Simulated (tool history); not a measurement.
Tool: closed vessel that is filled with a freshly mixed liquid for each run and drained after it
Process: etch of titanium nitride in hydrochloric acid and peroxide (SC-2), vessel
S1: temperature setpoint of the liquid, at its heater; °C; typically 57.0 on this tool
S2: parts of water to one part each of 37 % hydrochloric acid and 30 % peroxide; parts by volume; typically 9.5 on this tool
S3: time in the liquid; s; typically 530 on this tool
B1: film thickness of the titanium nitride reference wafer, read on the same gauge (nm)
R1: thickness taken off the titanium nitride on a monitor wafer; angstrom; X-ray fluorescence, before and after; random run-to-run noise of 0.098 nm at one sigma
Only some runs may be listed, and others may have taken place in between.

run 1 day=0.000 | S1=57.0 S2=8.0 S3=530 | B1=150.02 | R1=164.6
run 2 day=0.550 | S1=64.5 S2=9.5 S3=340 | B1=150.03 | R1=146.3
run 3 day=1.588 | S1=63.5 S2=9.5 S3=530 | B1=149.97 | R1=216.1
run 4 day=2.771 | S1=63.5 S2=9.5 S3=530 | B1=150.02 | R1=216.9
run 5 day=4.038 | S1=57.0 S2=9.5 S3=530 | B1=149.98 | R1=144.7
run 6 day=4.667 | S1=57.0 S2=9.5 S3=530 | B1=150.00 | R1=144.1
run 7 day=5.338 | S1=57.0 S2=9.5 S3=530 | B1=149.96 | R1=143.1
run 8 day=6.312 | S1=57.0 S2=9.5 S3=530 | B1=150.00 | R1=145.5
run 9 day=6.888 | S1=57.0 S2=9.5 S3=530 | B1=150.00 | R1=141.9
run 10 day=7.675 | S1=57.0 S2=9.5 S3=530 | B1=149.99 | R1=142.6
-- day=7.929 gauge calibrated
-- day=8.262 chemicals flow meter replaced
run 11 day=8.933 | S1=52.5 S2=9.5 S3=530 | B1=150.02 | R1=107.3
run 12 day=9.942 | S1=61.0 S2=13.0 S3=530 | B1=149.99 | R1=139.3
run 13 day=10.996 | S1=61.0 S2=13.0 S3=530 | B1=150.00 | R1=139.5
run 14 day=11.512 | S1=57.0 S2=9.5 S3=325 | B1=150.02 | R1=87.6
run 15 day=12.104 | S1=54.0 S2=6.0 S3=320 | B1=150.02 | R1=102.8
run 16 day=12.962 | S1=64.5 S2=9.5 S3=340 | B1=149.99 | R1=146.4
-- day=13.729 thermometer replaced
run 17 day=14.362 | S1=57.0 S2=9.5 S3=325 | B1=150.00 | R1=87.4
-- day=14.796 new drum of peroxide connected
run 18 day=14.875 | S1=57.0 S2=12.5 S3=530 | B1=149.96 | R1=122.5
run 19 day=16.058 | S1=57.0 S2=9.5 S3=530 | B1=150.04 | R1=154.3
run 20 day=16.621 | S1=57.0 S2=9.5 S3=530 | B1=150.01 | R1=154.5
run 21 day=17.238 | S1=61.0 S2=13.5 S3=530 | B1=150.00 | R1=147.8
run 22 day=18.358 | S1=52.5 S2=14.0 S3=725 | B1=150.03 | R1=113.9
run 23 day=19.200 | S1=57.0 S2=13.5 S3=380 | B1=149.98 | R1=82.4
run 24 day=20.479 | S1=57.0 S2=9.5 S3=530 | B1=150.00 | R1=152.3
run 25 day=21.892 | S1=63.5 S2=12.0 S3=780 | B1=149.96 | R1=277.0
run 26 day=23.158 | S1=47.0 S2=12.0 S3=820 | B1=150.01 | R1=101.2
run 27 day=23.858 | S1=63.0 S2=13.0 S3=740 | B1=150.04 | R1=239.0
run 28 day=24.579 | S1=57.0 S2=9.5 S3=530 | B1=149.99 | R1=153.9

Each row is a separate what-if for the run after 28, all from the same tool condition, not one after another. Results?
run A day=24.612 | S1=57.0 S2=9.5 S3=735 | B1=? | R1=?
run B day=24.612 | S1=52.5 S2=5.0 S3=255 | B1=? | R1=?
run C day=24.612 | S1=60.0 S2=13.0 S3=530 | B1=? | R1=?

run=A B1=150.03 R1=211.1
run=B B1=150.03 R1=90.0
run=C B1=150.03 R1=141.0
Without the tool's hidden state the same runs would have given:
run=A R1=215.4
run=B R1=91.7
run=C R1=144.0
